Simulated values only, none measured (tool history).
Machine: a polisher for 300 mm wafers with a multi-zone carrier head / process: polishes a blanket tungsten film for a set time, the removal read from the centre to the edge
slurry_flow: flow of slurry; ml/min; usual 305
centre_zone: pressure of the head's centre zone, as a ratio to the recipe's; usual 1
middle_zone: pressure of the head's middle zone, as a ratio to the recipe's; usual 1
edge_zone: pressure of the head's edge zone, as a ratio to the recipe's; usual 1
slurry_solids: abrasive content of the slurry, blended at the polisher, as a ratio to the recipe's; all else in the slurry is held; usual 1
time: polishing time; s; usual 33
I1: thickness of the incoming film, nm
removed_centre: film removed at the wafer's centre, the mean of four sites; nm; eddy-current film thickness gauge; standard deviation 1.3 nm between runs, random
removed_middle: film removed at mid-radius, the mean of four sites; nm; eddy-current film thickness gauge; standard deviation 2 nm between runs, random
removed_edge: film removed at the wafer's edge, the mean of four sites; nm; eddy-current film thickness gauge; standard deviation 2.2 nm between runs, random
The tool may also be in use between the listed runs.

run 1 day=0 | slurry_flow=305 centre_zone=1 middle_zone=1.05 edge_zone=0.97 slurry_solids=1 time=33 | I1=1005.8 | removed_centre=142.5 removed_middle=164.5 removed_edge=151.3
run 2 day=1.071 | slurry_flow=305 centre_zone=1 middle_zone=1.05 edge_zone=0.97 slurry_solids=1 time=33 | I1=1023.9 | removed_centre=141.4 removed_middle=165.5 removed_edge=156.4
-- day=1.283 worn pad replaced by a new one
run 3 day=2.558 | slurry_flow=305 centre_zone=1 middle_zone=1 edge_zone=1 slurry_solids=1 time=33 | I1=1012.7 | removed_centre=142.3 removed_middle=157.8 removed_edge=157.1
-- day=2.808 edge zone pressure recalibrated
-- day=3.092 centre zone pressure recalibrated
run 4 day=3.662 | slurry_flow=305 centre_zone=1 middle_zone=1 edge_zone=1 slurry_solids=1 time=33 | I1=991.6 | removed_centre=150.5 removed_middle=161.4 removed_edge=156.7
run 5 day=4.95 | slurry_flow=305 centre_zone=1 middle_zone=1 edge_zone=1 slurry_solids=1 time=33 | I1=1026 | removed_centre=148.7 removed_middle=157.6 removed_edge=155.3
run 6 day=5.708 | slurry_flow=305 centre_zone=1 middle_zone=1 edge_zone=1 slurry_solids=1 time=33 | I1=1021.6 | removed_centre=149.2 removed_middle=155.7 removed_edge=150.8
run 7 day=6.588 | slurry_flow=395 centre_zone=1 middle_zone=1 edge_zone=1 slurry_solids=0.75 time=21 | I1=999.1 | removed_centre=87.4 removed_middle=91.1 removed_edge=89.1
run 8 day=7.846 | slurry_flow=335 centre_zone=0.93 middle_zone=1 edge_zone=1 slurry_solids=1 time=33 | I1=997.3 | removed_centre=138.4 removed_middle=159.6 removed_edge=159.4
-- day=8.233 worn pad replaced by a new one
run 9 day=9.133 | slurry_flow=305 centre_zone=1 middle_zone=1 edge_zone=0.89 slurry_solids=1 time=33 | I1=999.4 | removed_centre=146.7 removed_middle=159.5 removed_edge=151.8
run 10 day=10.333 | slurry_flow=305 centre_zone=1 middle_zone=1 edge_zone=1 slurry_solids=1 time=43 | I1=1017.6 | removed_centre=188.1 removed_middle=204.5 removed_edge=203.1
-- day=10.8 carrier head's membrane replaced by a new one
run 11 day=11.512 | slurry_flow=255 centre_zone=0.88 middle_zone=1 edge_zone=0.96 slurry_solids=1.25 time=33 | I1=1024.6 | removed_centre=136.3 removed_middle=167.6 removed_edge=159.3
run 12 day=12.012 | slurry_flow=205 centre_zone=1 middle_zone=1 edge_zone=1.04 slurry_solids=1 time=33 | I1=1007.9 | removed_centre=139.9 removed_middle=150.9 removed_edge=154.6
run 13 day=12.642 | slurry_flow=305 centre_zone=1 middle_zone=1.07 edge_zone=1.1 slurry_solids=1 time=33 | I1=1001.2 | removed_centre=145.7 removed_middle=165.3 removed_edge=159.3
-- day=13.338 slurry nozzle cleaned
run 14 day=13.679 | slurry_flow=305 centre_zone=1 middle_zone=1 edge_zone=1 slurry_solids=1 time=33 | I1=997.2 | removed_centre=144.2 removed_middle=157.4 removed_edge=158
-- day=14.575 worn pad replaced by a new one
run 15 day=14.671 | slurry_flow=305 centre_zone=1 middle_zone=1 edge_zone=1 slurry_solids=1 time=33 | I1=1008.6 | removed_centre=141 removed_middle=158.1 removed_edge=154.9
run 16 day=15.758 | slurry_flow=305 centre_zone=1 middle_zone=1 edge_zone=1 slurry_solids=1 time=33 | I1=1000.6 | removed_centre=143.3 removed_middle=157.7 removed_edge=155.5
run 17 day=16.571 | slurry_flow=215 centre_zone=1 middle_zone=1 edge_zone=1 slurry_solids=1 time=33 | I1=1004.7 | removed_centre=136.2 removed_middle=152.3 removed_edge=155.3
run 18 day=17.208 | slurry_flow=305 centre_zone=0.96 middle_zone=1 edge_zone=1 slurry_solids=1 time=28 | I1=1014.8 | removed_centre=115.2 removed_middle=132.7 removed_edge=133.5
run 19 day=17.9 | slurry_flow=305 centre_zone=1 middle_zone=1.07 edge_zone=1.1 slurry_solids=1 time=33 | I1=1001.9 | removed_centre=142.3 removed_middle=170.2 removed_edge=164.7
run 20 day=19.021 | slurry_flow=370 centre_zone=0.89 middle_zone=1 edge_zone=1 slurry_solids=1 time=33 | I1=994.4 | removed_centre=127.1 removed_middle=159.6 removed_edge=157.1
-- day=20.904 worn pad replaced by a new one
run 21 day=23.504 | slurry_flow=305 centre_zone=1 middle_zone=1.03 edge_zone=1.1 slurry_solids=1 time=33 | I1=1010.9 | removed_centre=140.6 removed_middle=163.6 removed_edge=158.4

Forecast each of these 4 alternatives for the next run:
run A day=23.521 | slurry_flow=305 centre_zone=1 middle_zone=1 edge_zone=1 slurry_solids=0.9 time=33 | I1=1000 | removed_centre=? removed_middle=? removed_edge=?
run B day=23.521 | slurry_flow=305 centre_zone=1 middle_zone=1 edge_zone=0.9 slurry_solids=0.8 time=41 | I1=1000 | removed_centre=? removed_middle=? removed_edge=?
run C day=23.521 | slurry_flow=385 centre_zone=1 middle_zone=1 edge_zone=1 slurry_solids=1.2 time=33 | I1=1000 | removed_centre=? removed_middle=? removed_edge=?
run D day=23.521 | slurry_flow=305 centre_zone=1 middle_zone=1 edge_zone=1 slurry_solids=0.75 time=21 | I1=1000 | removed_centre=? removed_middle=? removed_edge=?

run=A removed_centre=134.5 removed_middle=152 removed_edge=149.1
run=B removed_centre=160.6 removed_middle=181.5 removed_edge=169.3
run=C removed_centre=150.2 removed_middle=169.5 removed_edge=165.5
run=D removed_centre=80.4 removed_middle=90.9 removed_edge=89.1
Without the tool's hidden state the same runs would have given:
run=A removed_centre=148.7 removed_middle=152 removed_edge=149.1
run=B removed_centre=177.5 removed_middle=181.4 removed_edge=169.3
run=C removed_centre=166.1 removed_middle=169.4 removed_edge=165.5
run=D removed_centre=88.9 removed_middle=90.8 removed_edge=89.1
